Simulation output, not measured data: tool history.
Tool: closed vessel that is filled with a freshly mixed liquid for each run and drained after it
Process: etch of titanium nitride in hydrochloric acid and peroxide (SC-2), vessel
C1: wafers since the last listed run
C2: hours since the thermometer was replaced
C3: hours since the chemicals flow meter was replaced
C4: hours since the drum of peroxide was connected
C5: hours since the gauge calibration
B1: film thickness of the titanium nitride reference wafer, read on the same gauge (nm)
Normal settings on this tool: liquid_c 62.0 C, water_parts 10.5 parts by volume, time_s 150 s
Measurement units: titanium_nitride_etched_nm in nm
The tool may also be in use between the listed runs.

{"run": 1, "hour": 0.0, "liquid_c": 62.0, "water_parts": 14.0, "time_s": 150, "C1": 0, "C2": 2989.3, "C3": 1318.4, "C4": 1131.8, "C5": 6.0, "B1": 50.017, "titanium_nitride_etched_nm": 2.61}
{"run": 2, "hour": 9.7, "liquid_c": 62.0, "water_parts": 14.0, "time_s": 150, "C1": 734, "C2": 2999.0, "C3": 1328.1, "C4": 1141.5, "C5": 15.7, "B1": 50.064, "titanium_nitride_etched_nm": 2.623}
{"run": 3, "hour": 16.7, "liquid_c": 62.0, "water_parts": 14.0, "time_s": 150, "C1": 530, "C2": 3006.0, "C3": 1335.1, "C4": 1148.5, "C5": 22.7, "B1": 50.054, "titanium_nitride_etched_nm": 2.595}
{"run": 4, "hour": 25.1, "liquid_c": 62.0, "water_parts": 10.5, "time_s": 150, "C1": 636, "C2": 3014.4, "C3": 1343.5, "C4": 1156.9, "C5": 31.1, "B1": 49.991, "titanium_nitride_etched_nm": 3.358}
{"run": 5, "hour": 39.3, "liquid_c": 62.0, "water_parts": 10.5, "time_s": 150, "C1": 1075, "C2": 3028.6, "C3": 1357.7, "C4": 1171.1, "C5": 45.3, "B1": 50.03, "titanium_nitride_etched_nm": 3.352}
{"run": 6, "hour": 52.9, "liquid_c": 62.0, "water_parts": 10.5, "time_s": 150, "C1": 1030, "C2": 3042.2, "C3": 1371.3, "C4": 1184.7, "C5": 58.9, "B1": 50.051, "titanium_nitride_etched_nm": 3.325}
{"run": 7, "hour": 69.4, "liquid_c": 66.5, "water_parts": 10.5, "time_s": 150, "C1": 1250, "C2": 3058.7, "C3": 1387.8, "C4": 1201.2, "C5": 75.4, "B1": 49.972, "titanium_nitride_etched_nm": 4.44}
{"run": 8, "hour": 84.7, "liquid_c": 66.5, "water_parts": 10.5, "time_s": 150, "C1": 1159, "C2": 3074.0, "C3": 1403.1, "C4": 1216.5, "C5": 90.7, "B1": 50.019, "titanium_nitride_etched_nm": 4.428}
{"hour": 96.4, "done": "new drum of peroxide connected"}
{"run": 9, "hour": 97.1, "liquid_c": 62.0, "water_parts": 10.5, "time_s": 150, "C1": 863, "C2": 3086.4, "C3": 1415.5, "C4": 0.7, "C5": 103.1, "B1": 49.976, "titanium_nitride_etched_nm": 3.328}
{"run": 10, "hour": 109.0, "liquid_c": 62.0, "water_parts": 10.5, "time_s": 150, "C1": 901, "C2": 3098.3, "C3": 1427.4, "C4": 12.6, "C5": 115.0, "B1": 49.967, "titanium_nitride_etched_nm": 3.332}
{"run": 11, "hour": 123.6, "liquid_c": 62.0, "water_parts": 10.5, "time_s": 150, "C1": 1106, "C2": 3112.9, "C3": 1442.0, "C4": 27.2, "C5": 129.6, "B1": 50.012, "titanium_nitride_etched_nm": 3.283}
{"run": 12, "hour": 140.6, "liquid_c": 62.0, "water_parts": 10.5, "time_s": 150, "C1": 1288, "C2": 3129.9, "C3": 1459.0, "C4": 44.2, "C5": 146.6, "B1": 49.983, "titanium_nitride_etched_nm": 3.305}
{"run": 13, "hour": 151.3, "liquid_c": 62.0, "water_parts": 10.5, "time_s": 150, "C1": 810, "C2": 3140.6, "C3": 1469.7, "C4": 54.9, "C5": 157.3, "B1": 50.015, "titanium_nitride_etched_nm": 3.311}
{"hour": 153.5, "done": "gauge calibrated"}
{"run": 14, "hour": 157.8, "liquid_c": 62.0, "water_parts": 13.0, "time_s": 85, "C1": 492, "C2": 3147.1, "C3": 1476.2, "C4": 61.4, "C5": 4.3, "B1": 49.995, "titanium_nitride_etched_nm": 1.553}
{"run": 15, "hour": 173.2, "liquid_c": 62.0, "water_parts": 10.5, "time_s": 230, "C1": 1166, "C2": 3162.5, "C3": 1491.6, "C4": 76.8, "C5": 19.7, "B1": 49.997, "titanium_nitride_etched_nm": 5.064}
{"run": 16, "hour": 189.7, "liquid_c": 62.0, "water_parts": 8.0, "time_s": 120, "C1": 1250, "C2": 3179.0, "C3": 1508.1, "C4": 93.3, "C5": 36.2, "B1": 50.028, "titanium_nitride_etched_nm": 3.313}
{"hour": 191.7, "done": "thermometer replaced"}
{"run": 17, "hour": 206.6, "liquid_c": 71.5, "water_parts": 12.0, "time_s": 225, "C1": 1204, "C2": 14.9, "C3": 1525.0, "C4": 110.2, "C5": 53.1, "B1": 50.005, "titanium_nitride_etched_nm": 9.087}
{"run": 18, "hour": 219.1, "liquid_c": 65.5, "water_parts": 10.5, "time_s": 150, "C1": 947, "C2": 27.4, "C3": 1537.5, "C4": 122.7, "C5": 65.6, "B1": 49.961, "titanium_nitride_etched_nm": 4.725}
{"hour": 230.1, "done": "chemicals flow meter replaced"}
{"run": 19, "hour": 233.5, "liquid_c": 52.5, "water_parts": 10.5, "time_s": 220, "C1": 1015, "C2": 41.8, "C3": 3.4, "C4": 137.1, "C5": 80.0, "B1": 49.979, "titanium_nitride_etched_nm": 3.371}
{"run": 20, "hour": 247.6, "liquid_c": 55.5, "water_parts": 12.0, "time_s": 150, "C1": 1068, "C2": 55.9, "C3": 17.5, "C4": 151.2, "C5": 94.1, "B1": 50.026, "titanium_nitride_etched_nm": 2.517}
{"run": 21, "hour": 261.7, "liquid_c": 62.0, "water_parts": 7.0, "time_s": 195, "C1": 1068, "C2": 70.0, "C3": 31.6, "C4": 165.3, "C5": 108.2, "B1": 50.011, "titanium_nitride_etched_nm": 7.606}
{"run": 22, "hour": 272.7, "liquid_c": 62.0, "water_parts": 10.5, "time_s": 150, "C1": 833, "C2": 81.0, "C3": 42.6, "C4": 176.3, "C5": 119.2, "B1": 49.983, "titanium_nitride_etched_nm": 4.207}
{"run": 23, "hour": 282.4, "liquid_c": 65.0, "water_parts": 10.5, "time_s": 150, "C1": 734, "C2": 90.7, "C3": 52.3, "C4": 186.0, "C5": 128.9, "B1": 49.999, "titanium_nitride_etched_nm": 5.026}
{"run": 24, "hour": 300.1, "liquid_c": 62.0, "water_parts": 14.5, "time_s": 150, "C1": 1341, "C2": 108.4, "C3": 70.0, "C4": 203.7, "C5": 146.6, "B1": 50.024, "titanium_nitride_etched_nm": 3.167}

State the hidden condition of the tool at each of the runs:
peroxide weaker than its label (%): 0 on each run
gauge reads high (%): 0 on each run
H1: liquid colder than its thermometer reads (K)
H2: chemicals flow below the setpoint (%)
run=1 H1=2.54 H2=10.4
run=2 H1=2.55 H2=10.4
run=3 H1=2.55 H2=10.5
run=4 H1=2.56 H2=10.6
run=5 H1=2.57 H2=10.7
run=6 H1=2.58 H2=10.7
run=7 H1=2.6 H2=10.9
run=8 H1=2.61 H2=11
run=9 H1=2.62 H2=11
run=10 H1=2.63 H2=11.1
run=11 H1=2.64 H2=11.2
run=12 H1=2.66 H2=11.3
run=13 H1=2.67 H2=11.4
run=14 H1=2.67 H2=11.5
run=15 H1=2.68 H2=11.6
run=16 H1=2.7 H2=11.7
run=17 H1=0.238 H2=11.8
run=18 H1=0.248 H2=11.9
run=19 H1=0.26 H2=0.742
run=20 H1=0.272 H2=0.838
run=21 H1=0.284 H2=0.934
run=22 H1=0.293 H2=1.01
run=23 H1=0.301 H2=1.08
run=24 H1=0.316 H2=1.2
